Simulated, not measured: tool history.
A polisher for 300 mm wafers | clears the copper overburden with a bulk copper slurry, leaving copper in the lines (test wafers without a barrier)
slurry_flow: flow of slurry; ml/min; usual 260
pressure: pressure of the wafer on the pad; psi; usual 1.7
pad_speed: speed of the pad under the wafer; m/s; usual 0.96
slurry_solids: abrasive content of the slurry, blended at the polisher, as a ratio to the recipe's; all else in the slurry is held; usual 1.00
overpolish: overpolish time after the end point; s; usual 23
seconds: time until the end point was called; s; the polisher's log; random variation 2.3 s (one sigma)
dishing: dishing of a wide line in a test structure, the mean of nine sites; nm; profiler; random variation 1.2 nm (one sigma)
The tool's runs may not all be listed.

run	hour	slurry_flow	pressure	pad_speed	slurry_solids	overpolish	incoming thickness of the incoming film, nm	seconds	dishing
1	0.0	260	1.7	0.96	1.00	23	628.5	137.6	54.0
2	16.3	240	1.7	0.96	1.00	23	626.7	132.9	52.1
3	26.3	260	1.7	0.96	1.00	23	618.2	132.9	53.0
4	35.4	260	1.7	0.96	1.00	23	634.6	142.7	54.7
5	45.9	260	1.7	0.96	1.00	23	624.3	136.3	52.9
6	54.2	260	1.7	0.96	1.00	23	623.4	136.3	55.3
7	61.3	260	1.7	0.96	1.00	23	626.8	136.2	53.7
8	67.6	260	1.7	1.18	1.00	11	619.7	110.7	36.7
9	77.6	260	1.3	0.68	1.00	29	624.0	257.6	39.2
10	84.9	260	1.7	0.96	1.00	23	638.8	137.7	54.1
11	93.2	260	1.7	0.96	1.00	23	623.4	135.8	53.7
12	111.9	185	2.2	0.96	1.15	33	620.9	110.9	76.9
13	125.9	260	1.7	0.96	1.25	23	629.9	142.9	52.1
14	133.0	260	1.3	0.96	1.00	18	618.1	191.4	33.0
15	148.0	260	1.7	0.96	1.00	23	620.8	146.9	49.9
16	156.3	260	1.7	0.96	1.00	23	632.4	151.3	50.7
17	171.2	260	1.3	0.84	1.25	23	622.5	217.5	37.5
18	181.0	330	2.0	0.84	1.00	12	621.6	140.9	31.0
19	192.6	260	1.7	0.86	1.00	23	627.6	141.3	51.4
20	210.3	330	1.7	1.26	0.75	34	637.3	108.6	74.9
21	223.2	260	2.0	0.96	1.00	23	614.1	109.1	61.4
22	239.0	260	1.3	0.96	1.00	23	626.7	177.6	44.3
23	253.1	230	1.7	0.96	1.00	23	627.0	136.2	53.5
24	266.9	260	1.7	0.96	1.00	23	630.1	139.5	56.1
25	280.7	290	1.7	0.96	1.00	23	630.0	131.7	56.5
26	292.4	260	1.7	0.80	0.75	18	622.0	171.9	37.5
27	307.0	260	1.3	0.96	1.00	17	621.9	173.9	34.4

Not shown: 6 entries that the log had between the listed runs. Between which runs, and how does the tool's hidden state differ before and after?
Between runs 8 and 9: slurry nozzle cleaned (hour 72.1)
  abrasive missing from the slurry, %: 19.4 -> 19.5
  measured less the result without the state, seconds: +6.5 -> +15.2 s; dishing: -1.8 -> -1.7 nm
Between runs 11 and 12: worn pad replaced by a new one (hour 98.3); slurry blender recalibrated (hour 111.4)
  abrasive missing from the slurry, %: 19.6 -> 37.2
  measured less the result without the state, seconds: +8.1 -> +14.3 s; dishing: -2.2 -> -5.1 nm
Between runs 14 and 15: head pressure recalibrated (hour 140.9)
  abrasive missing from the slurry, %: 40.2 -> 42
  measured less the result without the state, seconds: +26.7 -> +21.7 s; dishing: -4.0 -> -5.5 nm
Between runs 18 and 19: slurry blender recalibrated, repeated, since the last time left the tool worse (hour 183.6)
  abrasive missing from the slurry, %: 45.4 -> 2.33
  measured less the result without the state, seconds: +23.1 -> +0.9 s; dishing: -4.9 -> -0.2 nm
Between runs 24 and 25: worn pad replaced by a new one (hour 280.2)
  abrasive missing from the slurry, %: 10.4 -> 11.5
  measured less the result without the state, seconds: +4.2 -> +4.4 s; dishing: -1.1 -> -1.2 nm
